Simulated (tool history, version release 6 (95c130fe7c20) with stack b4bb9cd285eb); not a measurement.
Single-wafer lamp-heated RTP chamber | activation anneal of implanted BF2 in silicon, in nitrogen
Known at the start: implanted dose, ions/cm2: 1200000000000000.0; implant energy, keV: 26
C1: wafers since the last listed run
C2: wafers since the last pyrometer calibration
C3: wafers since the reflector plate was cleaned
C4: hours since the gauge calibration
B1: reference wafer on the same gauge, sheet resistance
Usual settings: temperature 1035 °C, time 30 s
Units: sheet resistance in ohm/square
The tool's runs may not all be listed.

{"run": 1, "hour": 0.0, "temperature": 1035, "time": 22, "C1": 0, "C2": 1159, "C3": 1030, "C4": 982.7, "B1": 148.82, "sheet resistance": 131.37}
{"hour": 36.0, "done": "gauge calibrated"}
{"run": 2, "hour": 47.1, "temperature": 1015, "time": 30, "C1": 526, "C2": 1685, "C3": 1557, "C4": 11.1, "B1": 149, "sheet resistance": 138.85}
{"run": 3, "hour": 98.3, "temperature": 1035, "time": 30, "C1": 572, "C2": 2258, "C3": 2129, "C4": 62.3, "B1": 149.03, "sheet resistance": 125.27}
{"run": 4, "hour": 149.4, "temperature": 1035, "time": 30, "C1": 571, "C2": 2829, "C3": 2701, "C4": 113.4, "B1": 149.09, "sheet resistance": 126.12}
{"run": 5, "hour": 203.4, "temperature": 1035, "time": 30, "C1": 603, "C2": 3433, "C3": 3305, "C4": 167.4, "B1": 148.91, "sheet resistance": 125.53}
{"run": 6, "hour": 230.0, "temperature": 1035, "time": 30, "C1": 297, "C2": 3731, "C3": 3602, "C4": 194, "B1": 148.83, "sheet resistance": 125.56}
{"run": 7, "hour": 273.6, "temperature": 1035, "time": 35, "C1": 487, "C2": 4218, "C3": 4090, "C4": 237.6, "B1": 148.64, "sheet resistance": 122.29}
{"run": 8, "hour": 321.2, "temperature": 1035, "time": 35, "C1": 532, "C2": 4751, "C3": 4622, "C4": 285.2, "B1": 149.3, "sheet resistance": 121.78}
{"run": 9, "hour": 358.4, "temperature": 1035, "time": 30, "C1": 416, "C2": 5167, "C3": 5038, "C4": 322.4, "B1": 148.84, "sheet resistance": 124.27}
{"hour": 405.1, "done": "pyrometer window cleaned and pyrometer calibrated"}
{"run": 10, "hour": 405.6, "temperature": 1035, "time": 30, "C1": 438, "C2": 5, "C3": 5476, "C4": 369.6, "B1": 149.25, "sheet resistance": 124.31}
{"run": 11, "hour": 440.6, "temperature": 1035, "time": 30, "C1": 391, "C2": 396, "C3": 5868, "C4": 404.6, "B1": 148.92, "sheet resistance": 123.08}
{"run": 12, "hour": 506.5, "temperature": 1035, "time": 30, "C1": 736, "C2": 1133, "C3": 6605, "C4": 470.5, "B1": 148.91, "sheet resistance": 123.24}
{"run": 13, "hour": 577.8, "temperature": 1035, "time": 30, "C1": 797, "C2": 1930, "C3": 7402, "C4": 541.8, "B1": 149.08, "sheet resistance": 124.57}
{"run": 14, "hour": 643.4, "temperature": 1035, "time": 30, "C1": 733, "C2": 2664, "C3": 8136, "C4": 607.4, "B1": 148.88, "sheet resistance": 125.24}
{"run": 15, "hour": 678.3, "temperature": 1052, "time": 42, "C1": 390, "C2": 3054, "C3": 8526, "C4": 642.3, "B1": 149.09, "sheet resistance": 110.36}
{"run": 16, "hour": 703.2, "temperature": 1035, "time": 30, "C1": 278, "C2": 3333, "C3": 8805, "C4": 667.2, "B1": 149.06, "sheet resistance": 124.28}
{"hour": 836.4, "done": "reflector plate cleaned"}
{"run": 17, "hour": 851.0, "temperature": 1019, "time": 45, "C1": 1563, "C2": 4896, "C3": 163, "C4": 815, "B1": 149.03, "sheet resistance": 131.1}
{"run": 18, "hour": 906.2, "temperature": 1035, "time": 42, "C1": 617, "C2": 5513, "C3": 780, "C4": 870.2, "B1": 149.21, "sheet resistance": 121.08}
{"hour": 947.8, "done": "pyrometer window cleaned and pyrometer calibrated"}
{"run": 19, "hour": 948.3, "temperature": 1017, "time": 19, "C1": 381, "C2": 5, "C3": 1161, "C4": 912.3, "B1": 149.06, "sheet resistance": 144.87}
{"run": 20, "hour": 1007.3, "temperature": 1035, "time": 30, "C1": 659, "C2": 665, "C3": 1821, "C4": 971.3, "B1": 148.62, "sheet resistance": 125.67}
{"run": 21, "hour": 1040.5, "temperature": 1035, "time": 25, "C1": 371, "C2": 1036, "C3": 2192, "C4": 1004.5, "B1": 149.07, "sheet resistance": 129.1}
{"run": 22, "hour": 1067.6, "temperature": 1035, "time": 35, "C1": 303, "C2": 1339, "C3": 2496, "C4": 1031.6, "B1": 148.93, "sheet resistance": 123.72}
{"hour": 1070.3, "done": "gauge calibrated"}
{"run": 23, "hour": 1117.1, "temperature": 1021, "time": 30, "C1": 553, "C2": 1893, "C3": 3049, "C4": 46.8, "B1": 149.03, "sheet resistance": 134.54}
{"run": 24, "hour": 1160.2, "temperature": 1035, "time": 35, "C1": 481, "C2": 2375, "C3": 3531, "C4": 89.9, "B1": 149.18, "sheet resistance": 122.58}
{"run": 25, "hour": 1218.4, "temperature": 1044, "time": 41, "C1": 650, "C2": 3025, "C3": 4182, "C4": 148.1, "B1": 148.92, "sheet resistance": 115.47}
{"run": 26, "hour": 1245.1, "temperature": 1022, "time": 47, "C1": 298, "C2": 3324, "C3": 4481, "C4": 174.8, "B1": 149.02, "sheet resistance": 125.6}
{"run": 27, "hour": 1291.6, "temperature": 1035, "time": 30, "C1": 520, "C2": 3844, "C3": 5001, "C4": 221.3, "B1": 149.13, "sheet resistance": 123.7}
{"run": 28, "hour": 1327.1, "temperature": 1052, "time": 37, "C1": 397, "C2": 4241, "C3": 5398, "C4": 256.8, "B1": 149.05, "sheet resistance": 111.88}
{"run": 29, "hour": 1412.3, "temperature": 1014, "time": 19, "C1": 952, "C2": 5194, "C3": 6350, "C4": 342, "B1": 149.08, "sheet resistance": 145.36}
{"run": 30, "hour": 1481.8, "temperature": 1035, "time": 30, "C1": 777, "C2": 5971, "C3": 7128, "C4": 411.5, "B1": 149.36, "sheet resistance": 124.24}
{"hour": 1518.6, "done": "pyrometer window cleaned and pyrometer calibrated"}
{"run": 31, "hour": 1529.3, "temperature": 1035, "time": 35, "C1": 441, "C2": 120, "C3": 7569, "C4": 459, "B1": 148.78, "sheet resistance": 120.95}
{"run": 32, "hour": 1585.8, "temperature": 1064, "time": 30, "C1": 631, "C2": 752, "C3": 8201, "C4": 515.5, "B1": 149.07, "sheet resistance": 109.37}
{"run": 33, "hour": 1639.1, "temperature": 1043, "time": 23, "C1": 596, "C2": 1348, "C3": 8797, "C4": 568.8, "B1": 149, "sheet resistance": 124.05}
{"run": 34, "hour": 1666.6, "temperature": 1045, "time": 13, "C1": 307, "C2": 1655, "C3": 9105, "C4": 596.3, "B1": 149.14, "sheet resistance": 130.01}
{"hour": 1687.6, "done": "reflector plate cleaned"}
{"run": 35, "hour": 1692.2, "temperature": 1035, "time": 24, "C1": 196, "C2": 1852, "C3": 50, "C4": 621.9, "B1": 148.98, "sheet resistance": 131.08}

Forecast each of these 5 alternatives for the next run:
{"run": "A", "hour": 1692.6, "temperature": 1035, "time": 14, "C1": 4, "C2": 1856, "C3": 55, "C4": 622.3, "B1": "?", "sheet resistance": "?"}
{"run": "B", "hour": 1692.6, "temperature": 1014, "time": 22, "C1": 4, "C2": 1856, "C3": 55, "C4": 622.3, "B1": "?", "sheet resistance": "?"}
{"run": "C", "hour": 1692.6, "temperature": 1064, "time": 46, "C1": 4, "C2": 1856, "C3": 55, "C4": 622.3, "B1": "?", "sheet resistance": "?"}
{"run": "D", "hour": 1692.6, "temperature": 1019, "time": 44, "C1": 4, "C2": 1856, "C3": 55, "C4": 622.3, "B1": "?", "sheet resistance": "?"}
{"run": "E", "hour": 1692.6, "temperature": 1065, "time": 47, "C1": 4, "C2": 1856, "C3": 55, "C4": 622.3, "B1": "?", "sheet resistance": "?"}

run=A B1=148.85 sheet_resistance=138.67
run=B B1=148.85 sheet_resistance=146.43
run=C B1=148.85 sheet_resistance=107.09
run=D B1=148.85 sheet_resistance=130.28
run=E B1=148.85 sheet_resistance=106.58
Without the tool's hidden state the same runs would have given:
run=A sheet_resistance=138.77
run=B sheet_resistance=146.56
run=C sheet_resistance=107.14
run=D sheet_resistance=130.38
run=E sheet_resistance=106.62

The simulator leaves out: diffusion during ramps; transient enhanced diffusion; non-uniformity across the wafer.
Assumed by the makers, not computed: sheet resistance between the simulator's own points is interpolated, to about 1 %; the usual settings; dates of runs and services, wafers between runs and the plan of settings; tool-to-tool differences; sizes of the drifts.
